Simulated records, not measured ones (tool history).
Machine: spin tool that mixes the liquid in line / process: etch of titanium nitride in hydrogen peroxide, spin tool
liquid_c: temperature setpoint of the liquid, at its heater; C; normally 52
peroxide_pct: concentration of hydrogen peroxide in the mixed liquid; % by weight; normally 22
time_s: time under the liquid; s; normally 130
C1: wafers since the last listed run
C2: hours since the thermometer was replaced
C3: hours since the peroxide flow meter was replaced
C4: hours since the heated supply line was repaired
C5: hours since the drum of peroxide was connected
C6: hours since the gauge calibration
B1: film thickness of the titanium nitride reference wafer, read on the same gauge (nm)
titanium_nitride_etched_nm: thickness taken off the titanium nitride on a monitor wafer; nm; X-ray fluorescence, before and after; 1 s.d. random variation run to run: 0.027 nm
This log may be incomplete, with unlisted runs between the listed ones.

Run 1, hour 0: usual settings; C1 0; C2 2194; C3 1232.3; C4 2622.2; C5 956.4; C6 105.3; B1 29.992. Result: titanium_nitride_etched_nm 4.5 nm.
Run 2, hour 46.2: usual settings but peroxide_pct 19.5 % by weight, time_s 75 s; C1 528; C2 2240.2; C3 1278.5; C4 2668.4; C5 1002.6; C6 151.5; B1 30.077. Result: titanium_nitride_etched_nm 2.557 nm.
Run 3, hour 85.5: usual settings but peroxide_pct 26 % by weight; C1 449; C2 2279.5; C3 1317.8; C4 2707.7; C5 1041.9; C6 190.8; B1 30.108. Result: titanium_nitride_etched_nm 4.681 nm.
Run 4, hour 113.1: usual settings but time_s 150 s; C1 315; C2 2307.1; C3 1345.4; C4 2735.3; C5 1069.5; C6 218.4; B1 30.148. Result: titanium_nitride_etched_nm 5.249 nm.
Run 5, hour 213.4: usual settings; C1 1146; C2 2407.4; C3 1445.7; C4 2835.6; C5 1169.8; C6 318.7; B1 30.288. Result: titanium_nitride_etched_nm 4.548 nm.
Run 6, hour 241.5: usual settings; C1 321; C2 2435.5; C3 1473.8; C4 2863.7; C5 1197.9; C6 346.8; B1 30.327. Result: titanium_nitride_etched_nm 4.533 nm.
Run 7, hour 314.6: usual settings; C1 835; C2 2508.6; C3 1546.9; C4 2936.8; C5 1271; C6 419.9; B1 30.377. Result: titanium_nitride_etched_nm 4.557 nm.
At hour 320.3: thermometer replaced.
Run 8, hour 347.3: usual settings; C1 362; C2 27; C3 1579.6; C4 2969.5; C5 1303.7; C6 452.6; B1 30.417. Result: titanium_nitride_etched_nm 4.543 nm.
At hour 397.8: new drum of peroxide connected.
Run 9, hour 409.1: usual settings; C1 695; C2 88.8; C3 1641.4; C4 3031.3; C5 11.3; C6 514.4; B1 30.501. Result: titanium_nitride_etched_nm 4.562 nm.
At hour 410.7: heated supply line repaired.
At hour 411.9: peroxide flow meter replaced.
Run 10, hour 446.4: usual settings but liquid_c 57 C, peroxide_pct 16 % by weight, time_s 85 s; C1 403; C2 126.1; C3 34.5; C4 35.7; C5 48.6; C6 551.7; B1 30.555. Result: titanium_nitride_etched_nm 3.946 nm.
Run 11, hour 502.2: usual settings but peroxide_pct 19.5 % by weight; C1 638; C2 181.9; C3 90.3; C4 91.5; C5 104.4; C6 607.5; B1 30.589. Result: titanium_nitride_etched_nm 4.425 nm.
At hour 508.2: gauge calibrated.
Run 12, hour 561: usual settings; C1 672; C2 240.7; C3 149.1; C4 150.3; C5 163.2; C6 52.8; B1 29.95. Result: titanium_nitride_etched_nm 4.53 nm.
Run 13, hour 614.5: usual settings but time_s 95 s; C1 611; C2 294.2; C3 202.6; C4 203.8; C5 216.7; C6 106.3; B1 30.04. Result: titanium_nitride_etched_nm 3.28 nm.
Run 14, hour 657.1: usual settings but peroxide_pct 16 % by weight; C1 487; C2 336.8; C3 245.2; C4 246.4; C5 259.3; C6 148.9; B1 30.091. Result: titanium_nitride_etched_nm 4.18 nm.
Run 15, hour 705.9: usual settings but liquid_c 47 C, peroxide_pct 20 % by weight, time_s 205 s; C1 557; C2 385.6; C3 294; C4 295.2; C5 308.1; C6 197.7; B1 30.165. Result: titanium_nitride_etched_nm 4.85 nm.
Run 16, hour 772.4: usual settings but liquid_c 47 C, peroxide_pct 20 % by weight, time_s 205 s; C1 760; C2 452.1; C3 360.5; C4 361.7; C5 374.6; C6 264.2; B1 30.256. Result: titanium_nitride_etched_nm 4.891 nm.

Each run again, without the hidden state but with its own random variation kept:
Hidden state at play: liquid colder than its thermometer reads (K); peroxide flow below the setpoint (%); temperature lost on the way to the wafer (K); peroxide weaker than its label (%); gauge reads high (%).
run  titanium_nitride_etched_nm
  1                       4.498
  2                       2.551
  3                       4.663
  4                       5.224
  5                       4.508
  6                       4.488
  7                       4.499
  8                       4.479
  9                       4.487
 10                       3.875
 11                       4.336
 12                       4.532
 13                       3.274
 14                       4.166
 15                       4.824
 16                       4.851
